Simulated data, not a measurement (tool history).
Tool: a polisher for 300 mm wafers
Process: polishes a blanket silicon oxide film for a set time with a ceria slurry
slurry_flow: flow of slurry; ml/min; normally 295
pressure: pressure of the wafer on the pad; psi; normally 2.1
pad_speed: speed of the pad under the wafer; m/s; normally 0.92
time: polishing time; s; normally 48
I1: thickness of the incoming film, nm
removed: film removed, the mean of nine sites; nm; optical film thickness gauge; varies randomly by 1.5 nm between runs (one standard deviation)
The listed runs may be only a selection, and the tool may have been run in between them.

{"run": 1, "hour": 0.0, "slurry_flow": 295, "pressure": 2.1, "pad_speed": 0.92, "time": 48, "I1": 1884.0, "removed": 132.4}
{"run": 2, "hour": 6.5, "slurry_flow": 250, "pressure": 2.1, "pad_speed": 0.92, "time": 48, "I1": 1844.4, "removed": 130.7}
{"run": 3, "hour": 13.1, "slurry_flow": 250, "pressure": 2.1, "pad_speed": 0.92, "time": 48, "I1": 1837.5, "removed": 130.6}
{"run": 4, "hour": 26.4, "slurry_flow": 250, "pressure": 2.1, "pad_speed": 0.92, "time": 48, "I1": 1851.2, "removed": 128.7}
{"run": 5, "hour": 41.8, "slurry_flow": 295, "pressure": 2.1, "pad_speed": 0.66, "time": 35, "I1": 1861.1, "removed": 69.3}
{"run": 6, "hour": 55.4, "slurry_flow": 295, "pressure": 2.1, "pad_speed": 0.66, "time": 35, "I1": 1862.1, "removed": 69.1}
{"run": 7, "hour": 71.8, "slurry_flow": 295, "pressure": 2.1, "pad_speed": 0.66, "time": 35, "I1": 1848.3, "removed": 69.2}
{"run": 8, "hour": 78.2, "slurry_flow": 295, "pressure": 1.6, "pad_speed": 0.92, "time": 43, "I1": 1856.8, "removed": 91.2}
{"run": 9, "hour": 108.5, "slurry_flow": 295, "pressure": 1.6, "pad_speed": 0.92, "time": 43, "I1": 1855.3, "removed": 90.2}
{"hour": 115.9, "done": "worn pad replaced by a new one"}
{"run": 10, "hour": 123.3, "slurry_flow": 295, "pressure": 2.1, "pad_speed": 0.92, "time": 48, "I1": 1845.1, "removed": 130.4}
{"run": 11, "hour": 140.6, "slurry_flow": 295, "pressure": 2.1, "pad_speed": 0.92, "time": 48, "I1": 1842.4, "removed": 130.1}
{"run": 12, "hour": 152.3, "slurry_flow": 295, "pressure": 2.1, "pad_speed": 0.92, "time": 48, "I1": 1864.8, "removed": 131.2}
{"run": 13, "hour": 160.7, "slurry_flow": 295, "pressure": 2.1, "pad_speed": 0.92, "time": 48, "I1": 1875.7, "removed": 129.3}
{"run": 14, "hour": 173.8, "slurry_flow": 295, "pressure": 1.8, "pad_speed": 0.92, "time": 48, "I1": 1840.2, "removed": 111.6}
{"hour": 178.0, "done": "slurry nozzle cleaned"}
{"run": 15, "hour": 188.9, "slurry_flow": 255, "pressure": 2.1, "pad_speed": 0.72, "time": 57, "I1": 1860.9, "removed": 119.5}
{"run": 16, "hour": 200.2, "slurry_flow": 295, "pressure": 2.1, "pad_speed": 0.92, "time": 48, "I1": 1852.4, "removed": 130.4}
{"run": 17, "hour": 213.0, "slurry_flow": 295, "pressure": 2.1, "pad_speed": 0.92, "time": 48, "I1": 1855.4, "removed": 131.7}
{"hour": 215.8, "done": "head pressure recalibrated"}
{"hour": 229.4, "done": "worn pad replaced by a new one"}
{"run": 18, "hour": 229.9, "slurry_flow": 395, "pressure": 2.1, "pad_speed": 0.76, "time": 37, "I1": 1837.2, "removed": 95.9}
{"run": 19, "hour": 237.7, "slurry_flow": 235, "pressure": 1.6, "pad_speed": 0.92, "time": 43, "I1": 1836.4, "removed": 98.4}
{"run": 20, "hour": 248.7, "slurry_flow": 205, "pressure": 2.1, "pad_speed": 0.8, "time": 48, "I1": 1865.2, "removed": 125.8}
{"run": 21, "hour": 262.8, "slurry_flow": 355, "pressure": 1.5, "pad_speed": 1.16, "time": 61, "I1": 1858.6, "removed": 169.7}
{"run": 22, "hour": 277.2, "slurry_flow": 295, "pressure": 2.1, "pad_speed": 0.92, "time": 48, "I1": 1863.2, "removed": 148.7}
{"run": 23, "hour": 284.1, "slurry_flow": 295, "pressure": 2.7, "pad_speed": 1.06, "time": 48, "I1": 1816.8, "removed": 218.5}
{"run": 24, "hour": 291.7, "slurry_flow": 295, "pressure": 2.1, "pad_speed": 0.92, "time": 48, "I1": 1866.1, "removed": 147.3}
{"run": 25, "hour": 299.5, "slurry_flow": 365, "pressure": 1.8, "pad_speed": 0.66, "time": 43, "I1": 1873.3, "removed": 81.3}
{"run": 26, "hour": 306.6, "slurry_flow": 230, "pressure": 2.4, "pad_speed": 0.92, "time": 48, "I1": 1860.9, "removed": 161.8}

Consider 4 possible next runs. They are alternatives, not a sequence: every one starts from the tool as it was left by run 26. What does each give?
{"run": "A", "hour": 307.0, "slurry_flow": 295, "pressure": 2.1, "pad_speed": 0.92, "time": 54, "I1": 1866.8, "removed": "?"}
{"run": "B", "hour": 307.0, "slurry_flow": 265, "pressure": 1.5, "pad_speed": 0.92, "time": 48, "I1": 1866.8, "removed": "?"}
{"run": "C", "hour": 307.0, "slurry_flow": 200, "pressure": 1.7, "pad_speed": 0.92, "time": 48, "I1": 1866.8, "removed": "?"}
{"run": "D", "hour": 307.0, "slurry_flow": 370, "pressure": 1.9, "pad_speed": 1.04, "time": 48, "I1": 1866.8, "removed": "?"}

run=A removed=161.7
run=B removed=102.0
run=C removed=113.8
run=D removed=148.8
Without the tool's unlogged condition, the same runs would have read:
run=A removed=165.9
run=B removed=104.7
run=C removed=116.7
run=D removed=152.7

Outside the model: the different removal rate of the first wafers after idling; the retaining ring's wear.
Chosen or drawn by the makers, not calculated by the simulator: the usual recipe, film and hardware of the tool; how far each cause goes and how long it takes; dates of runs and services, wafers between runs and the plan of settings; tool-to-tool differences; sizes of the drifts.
